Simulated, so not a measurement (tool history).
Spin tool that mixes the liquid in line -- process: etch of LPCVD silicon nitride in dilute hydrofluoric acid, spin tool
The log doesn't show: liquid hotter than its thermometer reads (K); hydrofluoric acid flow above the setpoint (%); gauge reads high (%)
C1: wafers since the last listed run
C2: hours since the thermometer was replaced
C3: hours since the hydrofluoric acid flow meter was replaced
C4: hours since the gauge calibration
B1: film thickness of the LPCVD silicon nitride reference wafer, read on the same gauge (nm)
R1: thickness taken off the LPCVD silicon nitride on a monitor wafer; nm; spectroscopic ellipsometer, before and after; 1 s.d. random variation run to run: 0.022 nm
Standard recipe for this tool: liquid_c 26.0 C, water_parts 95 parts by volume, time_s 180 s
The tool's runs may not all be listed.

{"run": 1, "hour": 0.0, "liquid_c": 26.0, "water_parts": 95, "time_s": 180, "C1": 0, "C2": 2743.0, "C3": 1186.8, "C4": 730.8, "B1": 150.032, "R1": 1.362}
{"run": 2, "hour": 16.8, "liquid_c": 26.0, "water_parts": 95, "time_s": 180, "C1": 131, "C2": 2759.8, "C3": 1203.6, "C4": 747.6, "B1": 150.007, "R1": 1.35}
{"run": 3, "hour": 90.8, "liquid_c": 26.0, "water_parts": 95, "time_s": 180, "C1": 578, "C2": 2833.8, "C3": 1277.6, "C4": 821.6, "B1": 149.988, "R1": 1.344}
{"run": 4, "hour": 103.2, "liquid_c": 26.0, "water_parts": 95, "time_s": 180, "C1": 96, "C2": 2846.2, "C3": 1290.0, "C4": 834.0, "B1": 149.995, "R1": 1.376}
{"run": 5, "hour": 124.7, "liquid_c": 26.0, "water_parts": 115, "time_s": 160, "C1": 168, "C2": 2867.7, "C3": 1311.5, "C4": 855.5, "B1": 150.0, "R1": 0.978}
{"run": 6, "hour": 159.5, "liquid_c": 26.0, "water_parts": 95, "time_s": 180, "C1": 272, "C2": 2902.5, "C3": 1346.3, "C4": 890.3, "B1": 149.937, "R1": 1.383}
{"run": 7, "hour": 172.5, "liquid_c": 26.0, "water_parts": 95, "time_s": 180, "C1": 101, "C2": 2915.5, "C3": 1359.3, "C4": 903.3, "B1": 149.999, "R1": 1.361}
{"run": 8, "hour": 198.3, "liquid_c": 26.0, "water_parts": 95, "time_s": 180, "C1": 201, "C2": 2941.3, "C3": 1385.1, "C4": 929.1, "B1": 149.973, "R1": 1.304}
{"run": 9, "hour": 219.3, "liquid_c": 26.0, "water_parts": 95, "time_s": 180, "C1": 164, "C2": 2962.3, "C3": 1406.1, "C4": 950.1, "B1": 150.012, "R1": 1.357}
{"hour": 229.8, "done": "thermometer replaced"}
{"run": 10, "hour": 232.7, "liquid_c": 26.0, "water_parts": 95, "time_s": 180, "C1": 96, "C2": 2.9, "C3": 1419.5, "C4": 963.5, "B1": 150.002, "R1": 1.139}
{"run": 11, "hour": 253.8, "liquid_c": 26.0, "water_parts": 95, "time_s": 180, "C1": 164, "C2": 24.0, "C3": 1440.6, "C4": 984.6, "B1": 150.021, "R1": 1.145}
{"hour": 307.2, "done": "hydrofluoric acid flow meter replaced"}
{"run": 12, "hour": 341.7, "liquid_c": 26.0, "water_parts": 95, "time_s": 180, "C1": 679, "C2": 111.9, "C3": 34.5, "C4": 1072.5, "B1": 150.04, "R1": 1.15}
{"run": 13, "hour": 371.4, "liquid_c": 29.5, "water_parts": 95, "time_s": 180, "C1": 232, "C2": 141.6, "C3": 64.2, "C4": 1102.2, "B1": 149.988, "R1": 1.442}
{"hour": 381.7, "done": "gauge calibrated"}
{"run": 14, "hour": 384.9, "liquid_c": 26.0, "water_parts": 95, "time_s": 180, "C1": 105, "C2": 155.1, "C3": 77.7, "C4": 3.2, "B1": 150.001, "R1": 1.137}
{"run": 15, "hour": 412.6, "liquid_c": 26.0, "water_parts": 95, "time_s": 180, "C1": 216, "C2": 182.8, "C3": 105.4, "C4": 30.9, "B1": 149.992, "R1": 1.157}
{"run": 16, "hour": 441.0, "liquid_c": 24.5, "water_parts": 95, "time_s": 180, "C1": 222, "C2": 211.2, "C3": 133.8, "C4": 59.3, "B1": 150.009, "R1": 1.073}
{"run": 17, "hour": 459.5, "liquid_c": 22.5, "water_parts": 50, "time_s": 215, "C1": 144, "C2": 229.7, "C3": 152.3, "C4": 77.8, "B1": 149.958, "R1": 2.044}
{"run": 18, "hour": 482.6, "liquid_c": 28.0, "water_parts": 130, "time_s": 255, "C1": 180, "C2": 252.8, "C3": 175.4, "C4": 100.9, "B1": 150.023, "R1": 1.361}
{"run": 19, "hour": 513.2, "liquid_c": 26.0, "water_parts": 95, "time_s": 180, "C1": 239, "C2": 283.4, "C3": 206.0, "C4": 131.5, "B1": 150.027, "R1": 1.149}
{"run": 20, "hour": 534.9, "liquid_c": 22.5, "water_parts": 60, "time_s": 180, "C1": 169, "C2": 305.1, "C3": 227.7, "C4": 153.2, "B1": 150.006, "R1": 1.444}
{"run": 21, "hour": 556.4, "liquid_c": 21.5, "water_parts": 115, "time_s": 100, "C1": 168, "C2": 326.6, "C3": 249.2, "C4": 174.7, "B1": 150.016, "R1": 0.397}
{"run": 22, "hour": 584.5, "liquid_c": 26.0, "water_parts": 95, "time_s": 180, "C1": 219, "C2": 354.7, "C3": 277.3, "C4": 202.8, "B1": 149.987, "R1": 1.156}
{"run": 23, "hour": 603.8, "liquid_c": 26.0, "water_parts": 95, "time_s": 250, "C1": 150, "C2": 374.0, "C3": 296.6, "C4": 222.1, "B1": 150.026, "R1": 1.659}
{"run": 24, "hour": 629.7, "liquid_c": 29.0, "water_parts": 95, "time_s": 150, "C1": 202, "C2": 399.9, "C3": 322.5, "C4": 248.0, "B1": 150.005, "R1": 1.175}
{"run": 25, "hour": 659.7, "liquid_c": 31.0, "water_parts": 75, "time_s": 255, "C1": 234, "C2": 429.9, "C3": 352.5, "C4": 278.0, "B1": 150.013, "R1": 2.902}
{"run": 26, "hour": 682.2, "liquid_c": 26.0, "water_parts": 65, "time_s": 180, "C1": 175, "C2": 452.4, "C3": 375.0, "C4": 300.5, "B1": 149.996, "R1": 1.668}
{"run": 27, "hour": 714.0, "liquid_c": 26.0, "water_parts": 95, "time_s": 275, "C1": 248, "C2": 484.2, "C3": 406.8, "C4": 332.3, "B1": 149.995, "R1": 1.794}
{"run": 28, "hour": 737.8, "liquid_c": 26.0, "water_parts": 95, "time_s": 95, "C1": 186, "C2": 508.0, "C3": 430.6, "C4": 356.1, "B1": 149.99, "R1": 0.612}
{"run": 29, "hour": 751.2, "liquid_c": 21.0, "water_parts": 95, "time_s": 220, "C1": 104, "C2": 521.4, "C3": 444.0, "C4": 369.5, "B1": 150.036, "R1": 1.055}
{"run": 30, "hour": 769.3, "liquid_c": 23.5, "water_parts": 70, "time_s": 75, "C1": 141, "C2": 539.5, "C3": 462.1, "C4": 387.6, "B1": 150.009, "R1": 0.572}
{"run": 31, "hour": 787.1, "liquid_c": 22.5, "water_parts": 125, "time_s": 230, "C1": 139, "C2": 557.3, "C3": 479.9, "C4": 405.4, "B1": 149.975, "R1": 0.942}

5 ways to go on from here, each from the tool as it stands after run 31. What would each give?
{"run": "A", "hour": 787.6, "liquid_c": 26.0, "water_parts": 135, "time_s": 180, "C1": 3, "C2": 557.8, "C3": 480.4, "C4": 405.9, "B1": "?", "R1": "?"}
{"run": "B", "hour": 787.6, "liquid_c": 26.0, "water_parts": 95, "time_s": 145, "C1": 3, "C2": 557.8, "C3": 480.4, "C4": 405.9, "B1": "?", "R1": "?"}
{"run": "C", "hour": 787.6, "liquid_c": 28.0, "water_parts": 145, "time_s": 180, "C1": 3, "C2": 557.8, "C3": 480.4, "C4": 405.9, "B1": "?", "R1": "?"}
{"run": "D", "hour": 787.6, "liquid_c": 30.0, "water_parts": 65, "time_s": 115, "C1": 3, "C2": 557.8, "C3": 480.4, "C4": 405.9, "B1": "?", "R1": "?"}
{"run": "E", "hour": 787.6, "liquid_c": 28.5, "water_parts": 70, "time_s": 180, "C1": 3, "C2": 557.8, "C3": 480.4, "C4": 405.9, "B1": "?", "R1": "?"}

run=A B1=150.048 R1=0.812
run=B B1=150.048 R1=0.928
run=C B1=150.048 R1=0.857
run=D B1=150.048 R1=1.389
run=E B1=150.048 R1=1.835
Take away the tool's hidden state, keep each run's random variation, and the runs would have read:
run=A R1=0.775
run=B R1=0.885
run=C R1=0.819
run=D R1=1.326
run=E R1=1.750
